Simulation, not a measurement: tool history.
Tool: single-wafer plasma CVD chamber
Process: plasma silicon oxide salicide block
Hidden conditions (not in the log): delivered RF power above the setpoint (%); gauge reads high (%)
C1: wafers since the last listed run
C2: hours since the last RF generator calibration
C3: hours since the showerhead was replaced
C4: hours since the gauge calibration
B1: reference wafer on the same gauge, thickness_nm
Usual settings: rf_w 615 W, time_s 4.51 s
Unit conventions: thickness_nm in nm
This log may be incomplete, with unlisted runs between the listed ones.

Run 1, day 0: usual settings; C1 0; C2 1602.7; C3 4522.4; C4 276.5; B1 36.71. Result: thickness_nm 44.452 nm.
Run 2, day 0.746: usual settings; C1 321; C2 1620.6; C3 4540.3; C4 294.4; B1 36.702. Result: thickness_nm 44.45 nm.
Run 3, day 1.421: usual settings; C1 290; C2 1636.8; C3 4556.5; C4 310.6; B1 36.694. Result: thickness_nm 44.55 nm.
Run 4, day 1.938: usual settings; C1 222; C2 1649.2; C3 4568.9; C4 323; B1 36.7. Result: thickness_nm 44.435 nm.
Run 5, day 2.196: usual settings; C1 111; C2 1655.4; C3 4575.1; C4 329.2; B1 36.679. Result: thickness_nm 44.647 nm.
Run 6, day 2.754: usual settings; C1 240; C2 1668.8; C3 4588.5; C4 342.6; B1 36.686. Result: thickness_nm 44.573 nm.
Run 7, day 3.479: usual settings but time_s 4.33 s; C1 312; C2 1686.2; C3 4605.9; C4 360; B1 36.71. Result: thickness_nm 42.55 nm.
Run 8, day 5.338: usual settings; C1 800; C2 1730.8; C3 4650.5; C4 404.6; B1 36.706. Result: thickness_nm 44.464 nm.
At day 5.5: gauge calibrated.
Run 9, day 5.896: usual settings; C1 240; C2 1744.2; C3 4663.9; C4 9.5; B1 36.726. Result: thickness_nm 44.473 nm.
Run 10, day 7.292: usual settings; C1 601; C2 1777.7; C3 4697.4; C4 43; B1 36.706. Result: thickness_nm 44.432 nm.
At day 7.746: showerhead replaced.
Run 11, day 7.996: usual settings but time_s 4.72 s; C1 159; C2 1794.6; C3 6; C4 59.9; B1 36.684. Result: thickness_nm 46.482 nm.
At day 8.604: RF generator calibrated.
Run 12, day 8.675: usual settings but rf_w 670 W; C1 149; C2 1.7; C3 22.3; C4 76.2; B1 36.695. Result: thickness_nm 46.561 nm.
Run 13, day 9.058: usual settings but rf_w 670 W; C1 165; C2 10.9; C3 31.5; C4 85.4; B1 36.684. Result: thickness_nm 46.612 nm.
Run 14, day 9.65: usual settings; C1 254; C2 25.1; C3 45.7; C4 99.6; B1 36.69. Result: thickness_nm 45.372 nm.
Run 15, day 11.638: usual settings but rf_w 535 W, time_s 4.83 s; C1 856; C2 72.8; C3 93.4; C4 147.3; B1 36.706. Result: thickness_nm 46.634 nm.
Run 16, day 11.958: usual settings but rf_w 570 W, time_s 3.61 s; C1 138; C2 80.5; C3 101.1; C4 155; B1 36.685. Result: thickness_nm 35.5 nm.
Run 17, day 12.538: usual settings; C1 249; C2 94.4; C3 115; C4 168.9; B1 36.696. Result: thickness_nm 45.332 nm.
Run 18, day 13.088: usual settings; C1 236; C2 107.6; C3 128.2; C4 182.1; B1 36.688. Result: thickness_nm 45.334 nm.
Run 19, day 13.629: usual settings; C1 233; C2 120.6; C3 141.2; C4 195.1; B1 36.691. Result: thickness_nm 45.393 nm.
Run 20, day 13.921: usual settings; C1 125; C2 127.6; C3 148.2; C4 202.1; B1 36.727. Result: thickness_nm 45.296 nm.
Run 21, day 14.212: usual settings but rf_w 735 W, time_s 3.99 s; C1 125; C2 134.6; C3 155.2; C4 209.1; B1 36.684. Result: thickness_nm 42.318 nm.
Run 22, day 14.554: usual settings but time_s 4.04 s; C1 147; C2 142.8; C3 163.4; C4 217.3; B1 36.721. Result: thickness_nm 40.646 nm.
Run 23, day 14.908: usual settings but rf_w 580 W; C1 152; C2 151.3; C3 171.9; C4 225.8; B1 36.682. Result: thickness_nm 44.502 nm.
Run 24, day 15.283: usual settings but rf_w 725 W, time_s 5.11 s; C1 161; C2 160.3; C3 180.9; C4 234.8; B1 36.671. Result: thickness_nm 53.933 nm.
Run 25, day 15.992: usual settings but rf_w 495 W; C1 305; C2 177.3; C3 197.9; C4 251.8; B1 36.7. Result: thickness_nm 42.417 nm.
Run 26, day 16.671: usual settings but rf_w 660 W, time_s 3.78 s; C1 292; C2 193.6; C3 214.2; C4 268.1; B1 36.69. Result: thickness_nm 38.695 nm.
Run 27, day 17.071: usual settings; C1 172; C2 203.2; C3 223.8; C4 277.7; B1 36.691. Result: thickness_nm 45.24 nm.
Run 28, day 17.583: usual settings but time_s 4.03 s; C1 220; C2 215.5; C3 236.1; C4 290; B1 36.7. Result: thickness_nm 40.431 nm.

Below are 3 alternative next runs, each starting from the tool's condition after run 28. Predict each:
Run A, day 17.6: usual settings; C1 7; C2 215.9; C3 236.5; C4 290.4; B1 ?. Result: thickness_nm ?.
Run B, day 17.6: usual settings but rf_w 725 W, time_s 4.83 s; C1 7; C2 215.9; C3 236.5; C4 290.4; B1 ?. Result: thickness_nm ?.
Run C, day 17.6: usual settings but rf_w 570 W, time_s 3.67 s; C1 7; C2 215.9; C3 236.5; C4 290.4; B1 ?. Result: thickness_nm ?.

run      B1  thickness_nm
  A  36.682        45.283
  B  36.682        50.967
  C  36.682        36.012
With no hidden state in the tool, these same runs would have given:
run  thickness_nm
  A        45.413
  B        51.114
  C        36.116

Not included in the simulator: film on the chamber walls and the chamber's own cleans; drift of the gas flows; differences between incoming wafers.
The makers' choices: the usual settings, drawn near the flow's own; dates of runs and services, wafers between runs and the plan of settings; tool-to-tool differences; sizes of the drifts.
